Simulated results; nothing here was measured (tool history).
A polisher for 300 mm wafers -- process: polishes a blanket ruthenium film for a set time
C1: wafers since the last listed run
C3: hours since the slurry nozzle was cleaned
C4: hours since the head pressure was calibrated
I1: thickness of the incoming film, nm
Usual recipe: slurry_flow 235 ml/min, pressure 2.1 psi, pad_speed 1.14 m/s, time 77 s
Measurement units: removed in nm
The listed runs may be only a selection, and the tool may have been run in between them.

{"run": 1, "hour": 0.0, "slurry_flow": 270, "pressure": 2.1, "pad_speed": 1.14, "time": 77, "C1": 0, "wafers polished on this pad": 469, "C3": 61.7, "C4": 1065.3, "I1": 289.4, "removed": 119.0}
{"run": 2, "hour": 26.5, "slurry_flow": 270, "pressure": 2.1, "pad_speed": 1.14, "time": 77, "C1": 206, "wafers polished on this pad": 676, "C3": 88.2, "C4": 1091.8, "I1": 285.1, "removed": 116.3}
{"run": 3, "hour": 49.9, "slurry_flow": 235, "pressure": 2.1, "pad_speed": 1.14, "time": 77, "C1": 182, "wafers polished on this pad": 859, "C3": 111.6, "C4": 1115.2, "I1": 294.2, "removed": 114.0}
{"run": 4, "hour": 72.5, "slurry_flow": 235, "pressure": 2.1, "pad_speed": 1.14, "time": 77, "C1": 176, "wafers polished on this pad": 1035, "C3": 134.2, "C4": 1137.8, "I1": 291.7, "removed": 110.0}
{"hour": 85.0, "done": "worn pad replaced by a new one"}
{"run": 5, "hour": 86.2, "slurry_flow": 235, "pressure": 2.1, "pad_speed": 1.14, "time": 77, "C1": 75, "wafers polished on this pad": 9, "C3": 147.9, "C4": 1151.5, "I1": 284.2, "removed": 115.9}
{"run": 6, "hour": 121.5, "slurry_flow": 235, "pressure": 2.1, "pad_speed": 1.14, "time": 77, "C1": 275, "wafers polished on this pad": 284, "C3": 183.2, "C4": 1186.8, "I1": 289.7, "removed": 115.4}
{"run": 7, "hour": 149.7, "slurry_flow": 235, "pressure": 2.1, "pad_speed": 1.14, "time": 77, "C1": 220, "wafers polished on this pad": 504, "C3": 211.4, "C4": 1215.0, "I1": 286.6, "removed": 114.5}
{"run": 8, "hour": 175.8, "slurry_flow": 265, "pressure": 2.1, "pad_speed": 1.14, "time": 77, "C1": 203, "wafers polished on this pad": 708, "C3": 237.5, "C4": 1241.1, "I1": 287.9, "removed": 117.2}
{"run": 9, "hour": 204.4, "slurry_flow": 265, "pressure": 2.1, "pad_speed": 1.14, "time": 77, "C1": 223, "wafers polished on this pad": 932, "C3": 266.1, "C4": 1269.7, "I1": 290.1, "removed": 115.3}
{"run": 10, "hour": 233.7, "slurry_flow": 235, "pressure": 2.1, "pad_speed": 1.14, "time": 77, "C1": 228, "wafers polished on this pad": 1160, "C3": 295.4, "C4": 1299.0, "I1": 294.7, "removed": 110.2}
{"hour": 241.3, "done": "worn pad replaced by a new one"}
{"run": 11, "hour": 250.3, "slurry_flow": 280, "pressure": 2.4, "pad_speed": 0.76, "time": 77, "C1": 98, "wafers polished on this pad": 70, "C3": 312.0, "C4": 1315.6, "I1": 291.2, "removed": 95.5}
{"run": 12, "hour": 264.3, "slurry_flow": 235, "pressure": 2.1, "pad_speed": 1.14, "time": 96, "C1": 109, "wafers polished on this pad": 179, "C3": 326.0, "C4": 1329.6, "I1": 286.1, "removed": 143.9}
{"hour": 290.0, "done": "slurry nozzle cleaned"}
{"run": 13, "hour": 294.3, "slurry_flow": 235, "pressure": 2.1, "pad_speed": 1.14, "time": 77, "C1": 226, "wafers polished on this pad": 406, "C3": 4.3, "C4": 1359.6, "I1": 295.7, "removed": 115.7}
{"run": 14, "hour": 309.1, "slurry_flow": 235, "pressure": 2.1, "pad_speed": 1.14, "time": 77, "C1": 115, "wafers polished on this pad": 521, "C3": 19.1, "C4": 1374.4, "I1": 292.2, "removed": 117.2}
{"hour": 311.3, "done": "head pressure recalibrated"}
{"run": 15, "hour": 336.3, "slurry_flow": 300, "pressure": 1.6, "pad_speed": 0.84, "time": 53, "C1": 196, "wafers polished on this pad": 718, "C3": 46.3, "C4": 25.0, "I1": 286.4, "removed": 46.5}
{"run": 16, "hour": 369.0, "slurry_flow": 235, "pressure": 1.7, "pad_speed": 1.14, "time": 67, "C1": 255, "wafers polished on this pad": 973, "C3": 79.0, "C4": 57.7, "I1": 294.1, "removed": 75.1}

The next listed run, before its measurement:
{"run": 17, "hour": 392.0, "slurry_flow": 290, "pressure": 2.1, "pad_speed": 1.14, "time": 77, "C1": 179, "wafers polished on this pad": 1153, "C3": 102.0, "C4": 80.7, "I1": 290.8, "removed": "?"}

Run 17 came out at removed 104.3 nm.
Take away the tool's hidden state, keep the run-to-run variation as it was, and the same run would have given removed 109.3 nm.

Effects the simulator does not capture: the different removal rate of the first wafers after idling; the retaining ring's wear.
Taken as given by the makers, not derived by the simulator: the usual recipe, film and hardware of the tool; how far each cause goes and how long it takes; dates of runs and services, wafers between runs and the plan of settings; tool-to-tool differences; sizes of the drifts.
